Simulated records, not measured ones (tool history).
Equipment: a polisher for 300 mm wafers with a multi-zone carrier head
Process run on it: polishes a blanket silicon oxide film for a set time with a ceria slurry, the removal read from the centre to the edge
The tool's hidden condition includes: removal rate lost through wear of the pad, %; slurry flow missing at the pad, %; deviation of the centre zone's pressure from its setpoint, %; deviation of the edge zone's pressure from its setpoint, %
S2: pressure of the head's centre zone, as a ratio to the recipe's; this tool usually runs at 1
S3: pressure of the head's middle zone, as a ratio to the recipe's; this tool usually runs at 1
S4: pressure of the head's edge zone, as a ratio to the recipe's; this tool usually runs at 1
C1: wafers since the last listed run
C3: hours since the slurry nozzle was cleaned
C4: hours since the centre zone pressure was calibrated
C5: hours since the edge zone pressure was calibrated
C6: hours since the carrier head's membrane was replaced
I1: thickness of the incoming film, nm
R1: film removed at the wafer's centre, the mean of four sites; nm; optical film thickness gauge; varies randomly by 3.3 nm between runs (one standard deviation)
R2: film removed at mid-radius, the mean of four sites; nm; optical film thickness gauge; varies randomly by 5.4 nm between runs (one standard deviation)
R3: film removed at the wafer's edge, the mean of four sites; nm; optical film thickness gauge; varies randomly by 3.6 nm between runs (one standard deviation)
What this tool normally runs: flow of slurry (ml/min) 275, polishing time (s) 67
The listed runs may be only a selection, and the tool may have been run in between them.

run 1 hour=0 | flow_of_slurry_(ml/min)=275 S2=1 S3=1.07 S4=1 polishing_time_(s)=67 | C1=0 wafers_polished_on_this_pad=270 C3=370.1 C4=179.7 C5=454.1 C6=19.6 | I1=1349.5 | R1=367.5 R2=379.4 R3=364.6
run 2 hour=12.2 | flow_of_slurry_(ml/min)=275 S2=1 S3=1.07 S4=1 polishing_time_(s)=67 | C1=106 wafers_polished_on_this_pad=377 C3=382.3 C4=191.9 C5=466.3 C6=31.8 | I1=1318.5 | R1=363 R2=397 R3=359.3
run 3 hour=47.2 | flow_of_slurry_(ml/min)=275 S2=1.05 S3=0.95 S4=1.1 polishing_time_(s)=87 | C1=306 wafers_polished_on_this_pad=683 C3=417.3 C4=226.9 C5=501.3 C6=66.8 | I1=1362.7 | R1=495.8 R2=463.6 R3=490.6
run 4 hour=66.2 | flow_of_slurry_(ml/min)=315 S2=1 S3=1.1 S4=0.97 polishing_time_(s)=78 | C1=166 wafers_polished_on_this_pad=849 C3=436.3 C4=245.9 C5=520.3 C6=85.8 | I1=1336.6 | R1=426.5 R2=456.5 R3=422.2
-- hour=69.2 slurry nozzle cleaned
run 5 hour=83.5 | flow_of_slurry_(ml/min)=275 S2=1 S3=1 S4=1 polishing_time_(s)=67 | C1=142 wafers_polished_on_this_pad=992 C3=14.3 C4=263.2 C5=537.6 C6=103.1 | I1=1330.3 | R1=361.1 R2=368.9 R3=358.4
run 6 hour=112.2 | flow_of_slurry_(ml/min)=275 S2=1 S3=1 S4=1 polishing_time_(s)=67 | C1=251 wafers_polished_on_this_pad=1243 C3=43 C4=291.9 C5=566.3 C6=131.8 | I1=1337.6 | R1=351.9 R2=354.2 R3=358.5
run 7 hour=125.5 | flow_of_slurry_(ml/min)=305 S2=1 S3=1.04 S4=1.11 polishing_time_(s)=87 | C1=116 wafers_polished_on_this_pad=1359 C3=56.3 C4=305.2 C5=579.6 C6=145.1 | I1=1334 | R1=448.7 R2=479.9 R3=467.8
run 8 hour=157.7 | flow_of_slurry_(ml/min)=275 S2=1.04 S3=1 S4=1 polishing_time_(s)=67 | C1=281 wafers_polished_on_this_pad=1641 C3=88.5 C4=337.4 C5=611.8 C6=177.3 | I1=1358 | R1=343.3 R2=337 R3=333.1
-- hour=182.5 worn pad replaced by a new one
run 9 hour=185.5 | flow_of_slurry_(ml/min)=350 S2=1 S3=1 S4=0.9 polishing_time_(s)=67 | C1=208 wafers_polished_on_this_pad=26 C3=116.3 C4=365.2 C5=639.6 C6=205.1 | I1=1318.5 | R1=377.4 R2=381.7 R3=355.7
run 10 hour=203.8 | flow_of_slurry_(ml/min)=330 S2=1 S3=0.89 S4=0.95 polishing_time_(s)=78 | C1=160 wafers_polished_on_this_pad=186 C3=134.6 C4=383.5 C5=657.9 C6=223.4 | I1=1341.6 | R1=430.9 R2=414 R3=424.8
run 11 hour=219.3 | flow_of_slurry_(ml/min)=275 S2=1 S3=1 S4=1 polishing_time_(s)=61 | C1=135 wafers_polished_on_this_pad=321 C3=150.1 C4=399 C5=673.4 C6=238.9 | I1=1363 | R1=330.8 R2=342.6 R3=334.4
run 12 hour=239.6 | flow_of_slurry_(ml/min)=315 S2=1 S3=1 S4=1 polishing_time_(s)=67 | C1=177 wafers_polished_on_this_pad=499 C3=170.4 C4=419.3 C5=693.7 C6=259.2 | I1=1331 | R1=372.2 R2=382.2 R3=367.2
run 13 hour=267.3 | flow_of_slurry_(ml/min)=275 S2=1 S3=1 S4=1 polishing_time_(s)=73 | C1=242 wafers_polished_on_this_pad=741 C3=198.1 C4=447 C5=721.4 C6=286.9 | I1=1355.7 | R1=393.7 R2=398.3 R3=396.6
-- hour=281.5 edge zone pressure recalibrated
run 14 hour=299.7 | flow_of_slurry_(ml/min)=305 S2=0.94 S3=0.89 S4=0.94 polishing_time_(s)=67 | C1=265 wafers_polished_on_this_pad=1007 C3=230.5 C4=479.4 C5=18.2 C6=319.3 | I1=1335.4 | R1=335.1 R2=339 R3=347.4
run 15 hour=317 | flow_of_slurry_(ml/min)=275 S2=1.06 S3=1.1 S4=1 polishing_time_(s)=67 | C1=151 wafers_polished_on_this_pad=1158 C3=247.8 C4=496.7 C5=35.5 C6=336.6 | I1=1336 | R1=372.8 R2=384.9 R3=352.8
run 16 hour=345.1 | flow_of_slurry_(ml/min)=275 S2=1 S3=1 S4=1 polishing_time_(s)=67 | C1=245 wafers_polished_on_this_pad=1404 C3=275.9 C4=524.8 C5=63.6 C6=364.7 | I1=1334.5 | R1=345.4 R2=348.6 R3=342.6
run 17 hour=379.9 | flow_of_slurry_(ml/min)=275 S2=1 S3=1 S4=1 polishing_time_(s)=67 | C1=304 wafers_polished_on_this_pad=1708 C3=310.7 C4=559.6 C5=98.4 C6=399.5 | I1=1331.7 | R1=335.9 R2=345.4 R3=333.6
-- hour=394.5 worn pad replaced by a new one
run 18 hour=396.4 | flow_of_slurry_(ml/min)=275 S2=1 S3=0.89 S4=1 polishing_time_(s)=67 | C1=109 wafers_polished_on_this_pad=16 C3=327.2 C4=576.1 C5=114.9 C6=416 | I1=1330.6 | R1=362.9 R2=350.1 R3=375.3
run 19 hour=418.4 | flow_of_slurry_(ml/min)=275 S2=1 S3=1 S4=0.95 polishing_time_(s)=67 | C1=192 wafers_polished_on_this_pad=209 C3=349.2 C4=598.1 C5=136.9 C6=438 | I1=1337.8 | R1=366.9 R2=366.2 R3=355
run 20 hour=447.8 | flow_of_slurry_(ml/min)=275 S2=1 S3=0.91 S4=1 polishing_time_(s)=67 | C1=257 wafers_polished_on_this_pad=466 C3=378.6 C4=627.5 C5=166.3 C6=467.4 | I1=1341.4 | R1=366 R2=357.6 R3=366.1
run 21 hour=461.4 | flow_of_slurry_(ml/min)=275 S2=1.05 S3=0.94 S4=1 polishing_time_(s)=75 | C1=118 wafers_polished_on_this_pad=585 C3=392.2 C4=641.1 C5=179.9 C6=481 | I1=1332.4 | R1=431.9 R2=395.8 R3=403.8
run 22 hour=484.7 | flow_of_slurry_(ml/min)=275 S2=1 S3=0.96 S4=1 polishing_time_(s)=67 | C1=203 wafers_polished_on_this_pad=789 C3=415.5 C4=664.4 C5=203.2 C6=504.3 | I1=1310.9 | R1=361.9 R2=353.2 R3=356.6
run 23 hour=516.8 | flow_of_slurry_(ml/min)=275 S2=1.08 S3=1 S4=1 polishing_time_(s)=67 | C1=280 wafers_polished_on_this_pad=1069 C3=447.6 C4=696.5 C5=235.3 C6=536.4 | I1=1348.6 | R1=384.9 R2=358.3 R3=351.7

3 ways to go on from here, each from the tool as it stands after run 23. What would each give?
run A hour=517.2 | flow_of_slurry_(ml/min)=275 S2=0.96 S3=1 S4=1 polishing_time_(s)=67 | C1=3 wafers_polished_on_this_pad=1073 C3=448 C4=696.9 C5=235.7 C6=536.8 | I1=1327.4 | R1=? R2=? R3=?
run B hour=517.2 | flow_of_slurry_(ml/min)=345 S2=1 S3=1 S4=1 polishing_time_(s)=67 | C1=3 wafers_polished_on_this_pad=1073 C3=448 C4=696.9 C5=235.7 C6=536.8 | I1=1327.4 | R1=? R2=? R3=?
run C hour=517.2 | flow_of_slurry_(ml/min)=195 S2=0.9 S3=1 S4=1.04 polishing_time_(s)=67 | C1=3 wafers_polished_on_this_pad=1073 C3=448 C4=696.9 C5=235.7 C6=536.8 | I1=1327.4 | R1=? R2=? R3=?

run=A R1=342.6 R2=354.4 R3=356.9
run=B R1=364.5 R2=361.1 R3=362.1
run=C R1=308.8 R2=342.4 R3=352.8
Without the tool's unlogged condition, the same runs would have read:
run=A R1=359 R2=371.4 R3=374
run=B R1=382 R2=378.4 R3=379.4
run=C R1=323.6 R2=358.8 R3=369.8

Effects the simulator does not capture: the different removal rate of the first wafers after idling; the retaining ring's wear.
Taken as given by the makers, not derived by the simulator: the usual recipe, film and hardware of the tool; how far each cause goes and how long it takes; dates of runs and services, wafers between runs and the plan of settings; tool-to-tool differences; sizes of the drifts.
